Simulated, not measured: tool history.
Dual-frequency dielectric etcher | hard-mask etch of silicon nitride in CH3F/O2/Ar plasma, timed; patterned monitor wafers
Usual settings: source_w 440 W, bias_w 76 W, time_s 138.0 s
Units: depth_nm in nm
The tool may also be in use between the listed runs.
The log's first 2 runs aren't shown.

| run | day | source_w | bias_w | time_s | wafers since the last listed run | hours since the last wet clean | hours since the last source power generator calibration | hours since the last bias power generator calibration | hours since the last upper electrode change | hours since the gauge calibration | read-back reference wafer on the same gauge, depth_nm | depth_nm |
|---|---|---|---|---|---|---|---|---|---|---|---|---|
| 3 | 5.775 | 440 | 67 | 118.5 | 872 | 539.0 | 3739.1 | 1443.3 | 3967.9 | 1334.2 | 96.0 | 91.7 |
|  | 9.192 | wet clean of the chamber |
| 4 | 9.396 | 440 | 67 | 118.5 | 534 | 4.9 | 3826.0 | 1530.2 | 4054.8 | 1421.1 | 96.3 | 92.2 |
| 5 | 11.979 | 440 | 88 | 138.0 | 527 | 66.9 | 3888.0 | 1592.2 | 4116.8 | 1483.1 | 96.4 | 118.5 |
| 6 | 15.712 | 440 | 76 | 138.0 | 761 | 156.5 | 3977.6 | 1681.8 | 4206.4 | 1572.7 | 96.5 | 112.6 |
| 7 | 17.912 | 440 | 76 | 138.0 | 448 | 209.3 | 4030.4 | 1734.6 | 4259.2 | 1625.5 | 96.5 | 112.9 |
| 8 | 20.333 | 440 | 76 | 138.0 | 493 | 267.4 | 4088.5 | 1792.7 | 4317.3 | 1683.6 | 96.7 | 113.0 |
| 9 | 23.988 | 490 | 76 | 138.0 | 745 | 355.1 | 4176.2 | 1880.4 | 4405.0 | 1771.3 | 96.8 | 120.0 |
|  | 32.475 | wet clean of the chamber |
| 10 | 33.308 | 440 | 76 | 138.0 | 1697 | 20.0 | 4399.9 | 2104.1 | 4628.7 | 1995.0 | 96.9 | 112.6 |
| 11 | 37.738 | 380 | 76 | 109.5 | 903 | 126.3 | 4506.2 | 2210.4 | 4735.0 | 2101.3 | 97.2 | 82.9 |
|  | 38.804 | source power generator calibrated |
| 12 | 40.446 | 440 | 76 | 138.0 | 518 | 191.3 | 39.4 | 2275.4 | 4800.0 | 2166.3 | 97.3 | 113.7 |
|  | 40.800 | gauge calibrated |
| 13 | 44.833 | 440 | 76 | 138.0 | 895 | 296.6 | 144.7 | 2380.7 | 4905.3 | 96.8 | 94.4 | 110.2 |
| 14 | 46.521 | 470 | 62 | 120.0 | 344 | 337.1 | 185.2 | 2421.2 | 4945.8 | 137.3 | 94.3 | 91.7 |
| 15 | 48.867 | 440 | 76 | 138.0 | 478 | 393.4 | 241.5 | 2477.5 | 5002.1 | 193.6 | 94.4 | 110.4 |
|  | 51.762 | upper electrode replaced |
| 16 | 51.829 | 440 | 90 | 113.0 | 400 | 464.5 | 312.6 | 2548.6 | 1.6 | 264.7 | 94.6 | 98.3 |
|  | 53.033 | wet clean of the chamber |
| 17 | 55.892 | 440 | 76 | 138.0 | 624 | 68.6 | 410.1 | 2646.1 | 99.1 | 362.2 | 94.9 | 110.9 |
| 18 | 60.150 | 490 | 76 | 178.5 | 868 | 170.8 | 512.3 | 2748.3 | 201.3 | 464.4 | 94.9 | 150.2 |
| 19 | 65.338 | 400 | 76 | 138.0 | 1058 | 295.3 | 636.8 | 2872.8 | 325.8 | 588.9 | 95.0 | 104.9 |
| 20 | 67.021 | 440 | 76 | 169.5 | 343 | 335.7 | 677.2 | 2913.2 | 366.2 | 629.3 | 95.0 | 136.9 |
| 21 | 68.667 | 440 | 76 | 138.0 | 335 | 375.2 | 716.7 | 2952.7 | 405.7 | 668.8 | 95.3 | 111.9 |
| 22 | 71.967 | 440 | 65 | 138.0 | 673 | 454.4 | 795.9 | 3031.9 | 484.9 | 748.0 | 95.2 | 103.6 |
|  | 72.704 | bias power generator calibrated |
| 23 | 75.179 | 440 | 76 | 106.0 | 621 | 531.5 | 873.0 | 59.4 | 562.0 | 825.1 | 95.7 | 86.3 |

The next listed run, before its measurement:
|  | 78.183 | wet clean of the chamber |
| 24 | 78.204 | 360 | 82 | 159.5 | 413 | 0.5 | 945.6 | 132.0 | 634.6 | 897.7 | ? | ? |

Run 24 gave read-back reference wafer on the same gauge, depth_nm 95.6, depth_nm 119.7 nm.
Without the tool's hidden state the same run would have given depth_nm 117.7 nm.
